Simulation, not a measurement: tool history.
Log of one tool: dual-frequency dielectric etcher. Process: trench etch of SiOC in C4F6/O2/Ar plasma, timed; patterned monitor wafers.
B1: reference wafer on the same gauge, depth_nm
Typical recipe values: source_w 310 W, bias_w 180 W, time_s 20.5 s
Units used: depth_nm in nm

{"run": 1, "hour": 0.0, "source_w": 310, "bias_w": 180, "time_s": 18.5, "B1": 38.12, "depth_nm": 35}
{"run": 2, "hour": 91.2, "source_w": 310, "bias_w": 180, "time_s": 18.5, "B1": 38.09, "depth_nm": 35.03}
{"run": 3, "hour": 133.6, "source_w": 310, "bias_w": 180, "time_s": 20.5, "B1": 38.09, "depth_nm": 38.97}
{"run": 4, "hour": 237.4, "source_w": 310, "bias_w": 180, "time_s": 20.5, "B1": 38.11, "depth_nm": 38.62}
{"run": 5, "hour": 292.5, "source_w": 310, "bias_w": 180, "time_s": 20.5, "B1": 38.11, "depth_nm": 38.9}
{"run": 6, "hour": 340.4, "source_w": 310, "bias_w": 180, "time_s": 20.5, "B1": 38.09, "depth_nm": 38.81}
{"run": 7, "hour": 437.3, "source_w": 310, "bias_w": 180, "time_s": 20.5, "B1": 38.11, "depth_nm": 38.92}
{"run": 8, "hour": 500.8, "source_w": 330, "bias_w": 147, "time_s": 20.5, "B1": 38.09, "depth_nm": 37.4}
{"run": 9, "hour": 538.5, "source_w": 310, "bias_w": 164, "time_s": 20.5, "B1": 38.1, "depth_nm": 37.82}
{"run": 10, "hour": 634.4, "source_w": 310, "bias_w": 151, "time_s": 20.5, "B1": 38.12, "depth_nm": 36.81}
{"run": 11, "hour": 723.5, "source_w": 360, "bias_w": 180, "time_s": 17, "B1": 38.12, "depth_nm": 34.3}
{"run": 12, "hour": 795.3, "source_w": 270, "bias_w": 156, "time_s": 20.5, "B1": 38.08, "depth_nm": 34.78}
{"run": 13, "hour": 877.9, "source_w": 310, "bias_w": 180, "time_s": 20.5, "B1": 38.1, "depth_nm": 38.95}
{"run": 14, "hour": 966.7, "source_w": 310, "bias_w": 180, "time_s": 20.5, "B1": 38.1, "depth_nm": 38.95}
{"run": 15, "hour": 1254.7, "source_w": 310, "bias_w": 168, "time_s": 20.5, "B1": 38.09, "depth_nm": 38.22}
{"run": 16, "hour": 1326.8, "source_w": 270, "bias_w": 163, "time_s": 16.5, "B1": 38.11, "depth_nm": 28.57}
{"run": 17, "hour": 1414.0, "source_w": 250, "bias_w": 180, "time_s": 23, "B1": 38.08, "depth_nm": 39.83}
{"run": 18, "hour": 1512.6, "source_w": 280, "bias_w": 139, "time_s": 14.5, "B1": 38.1, "depth_nm": 24.24}
{"run": 19, "hour": 1563.3, "source_w": 310, "bias_w": 193, "time_s": 25.5, "B1": 38.13, "depth_nm": 49.88}
{"run": 20, "hour": 1778.1, "source_w": 380, "bias_w": 144, "time_s": 20.5, "B1": 38.09, "depth_nm": 39.2}
{"run": 21, "hour": 1861.2, "source_w": 340, "bias_w": 141, "time_s": 26, "B1": 38.1, "depth_nm": 47.03}
{"run": 22, "hour": 1930.8, "source_w": 330, "bias_w": 167, "time_s": 18, "B1": 38.1, "depth_nm": 33.67}
{"run": 23, "hour": 2215.0, "source_w": 310, "bias_w": 180, "time_s": 17, "B1": 38.12, "depth_nm": 31.96}
{"run": 24, "hour": 2266.3, "source_w": 310, "bias_w": 180, "time_s": 20.5, "B1": 38.1, "depth_nm": 38.63}
{"run": 25, "hour": 2319.9, "source_w": 310, "bias_w": 180, "time_s": 20.5, "B1": 38.09, "depth_nm": 38.49}
{"run": 26, "hour": 2426.8, "source_w": 380, "bias_w": 162, "time_s": 16, "B1": 38.1, "depth_nm": 31.53}
{"run": 27, "hour": 2534.6, "source_w": 310, "bias_w": 208, "time_s": 26, "B1": 38.1, "depth_nm": 51.33}
{"run": 28, "hour": 2641.5, "source_w": 280, "bias_w": 212, "time_s": 15, "B1": 38.11, "depth_nm": 28.67}
{"run": 29, "hour": 2713.1, "source_w": 290, "bias_w": 180, "time_s": 20.5, "B1": 38.09, "depth_nm": 37.47}
{"run": 30, "hour": 2952.1, "source_w": 240, "bias_w": 201, "time_s": 18, "B1": 38.1, "depth_nm": 31.26}
{"run": 31, "hour": 3012.8, "source_w": 260, "bias_w": 180, "time_s": 23, "B1": 38.12, "depth_nm": 40.16}

Not shown: 7 entries that the log had between the listed runs. Between which runs, and how does the tool's hidden state differ before and after?
Between runs 6 and 7: gauge calibrated (hour 431.9)
  bias power that arrives over what is set, %: 2.37 -> 2.52
  the result without the hidden state subtracted from the measured one, depth_nm: +0.3 -> +0.33 nm
Between runs 11 and 12: wet clean of the chamber (hour 773.9)
  bias power that arrives over what is set, %: 2.97 -> 3.09
  the result without the hidden state subtracted from the measured one, depth_nm: +0.34 -> +0.35 nm
Between runs 16 and 17: source power generator calibrated (hour 1409.3)
  bias power that arrives over what is set, %: 4.05 -> 4.22
  the result without the hidden state subtracted from the measured one, depth_nm: +0.38 -> +0.56 nm
Between runs 19 and 20: bias power generator calibrated (hour 1585.3); wet clean of the chamber (hour 1706.9)
  bias power that arrives over what is set, %: 4.53 -> -0.508
  the result without the hidden state subtracted from the measured one, depth_nm: +0.75 -> -0.06 nm
Between runs 20 and 21: upper electrode replaced (hour 1842.6)
  bias power that arrives over what is set, %: -0.508 -> -0.499
  the result without the hidden state subtracted from the measured one, depth_nm: -0.06 -> -0.08 nm
Between runs 26 and 27: wet clean of the chamber (hour 2498.6)
  bias power that arrives over what is set, %: -0.344 -> -0.297
  the result without the hidden state subtracted from the measured one, depth_nm: -0.03 -> -0.05 nm
